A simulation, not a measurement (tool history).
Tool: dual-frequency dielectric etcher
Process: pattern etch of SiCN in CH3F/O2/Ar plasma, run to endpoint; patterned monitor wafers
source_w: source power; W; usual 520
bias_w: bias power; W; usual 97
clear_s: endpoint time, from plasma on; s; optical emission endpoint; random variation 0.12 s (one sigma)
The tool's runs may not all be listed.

| run | hour | source_w | bias_w | incoming incoming film thickness, nm | clear_s |
|---|---|---|---|---|---|
| 1 | 0 | 520 | 97 | 7.09 | 15.6 |
| 2 | 12.3 | 520 | 97 | 7.1 | 15.9 |
| 3 | 23.2 | 480 | 97 | 6.98 | 16.1 |
| 4 | 38.5 | 480 | 97 | 7.04 | 16.1 |
| 5 | 50.7 | 450 | 103 | 7.05 | 16.3 |
| 6 | 64.9 | 450 | 103 | 7.04 | 16.2 |
| 7 | 76.6 | 450 | 103 | 7.03 | 16.1 |
| 8 | 87.6 | 520 | 84 | 6.95 | 16.3 |
| 9 | 97.9 | 520 | 84 | 7.06 | 16.4 |
| 10 | 106.2 | 520 | 97 | 7.01 | 15.4 |
|  | 134 | wet clean of the chamber |
|  | 147.6 | upper electrode replaced |
|  | 148.8 | source power generator calibrated |
| 11 | 149.3 | 520 | 97 | 7.05 | 16.4 |
| 12 | 149.7 | 520 | 97 | 7.05 | 16.2 |
| 13 | 150 | 520 | 104 | 7 | 15.8 |
| 14 | 156.6 | 520 | 97 | 6.96 | 16.2 |
| 15 | 167.3 | 520 | 97 | 6.96 | 15.8 |
| 16 | 184.2 | 520 | 79 | 6.95 | 17 |
| 17 | 190.8 | 490 | 97 | 6.95 | 16.3 |
| 18 | 206.7 | 630 | 76 | 6.91 | 16.2 |
| 19 | 255.7 | 520 | 108 | 6.97 | 15.3 |
| 20 | 270.5 | 480 | 117 | 7 | 15.3 |
|  | 283.4 | bias power generator calibrated |
| 21 | 286 | 470 | 97 | 6.99 | 16.5 |
| 22 | 295.9 | 520 | 79 | 7.03 | 17.4 |
| 23 | 302.5 | 630 | 76 | 7 | 16 |
| 24 | 316.8 | 520 | 97 | 7.01 | 15.9 |
| 25 | 326 | 520 | 97 | 6.92 | 15.7 |
| 26 | 339.5 | 520 | 113 | 6.99 | 14.9 |
| 27 | 384.8 | 640 | 74 | 7.01 | 16.2 |
| 28 | 400.3 | 450 | 97 | 7 | 16.7 |
| 29 | 415.1 | 520 | 97 | 6.96 | 15.6 |
| 30 | 427.6 | 640 | 114 | 6.98 | 13.9 |

What the log doesn't show, run by run:
source power that arrives over what is set, %: 0 in every run
bias power that arrives over what is set, %: 0 in every run
H1: etch rate over this chamber's usual, %
| run | H1 |
|---|---|
| 1 | 3.5 |
| 2 | 3.64 |
| 3 | 3.77 |
| 4 | 3.95 |
| 5 | 4.1 |
| 6 | 4.26 |
| 7 | 4.4 |
| 8 | 4.53 |
| 9 | 4.65 |
| 10 | 4.75 |
| 11 | -0.251 |
| 12 | -0.247 |
| 13 | -0.243 |
| 14 | -0.165 |
| 15 | -0.0394 |
| 16 | 0.16 |
| 17 | 0.237 |
| 18 | 0.425 |
| 19 | 1 |
| 20 | 1.18 |
| 21 | 1.36 |
| 22 | 1.48 |
| 23 | 1.55 |
| 24 | 1.72 |
| 25 | 1.83 |
| 26 | 1.99 |
| 27 | 2.52 |
| 28 | 2.71 |
| 29 | 2.88 |
| 30 | 3.03 |

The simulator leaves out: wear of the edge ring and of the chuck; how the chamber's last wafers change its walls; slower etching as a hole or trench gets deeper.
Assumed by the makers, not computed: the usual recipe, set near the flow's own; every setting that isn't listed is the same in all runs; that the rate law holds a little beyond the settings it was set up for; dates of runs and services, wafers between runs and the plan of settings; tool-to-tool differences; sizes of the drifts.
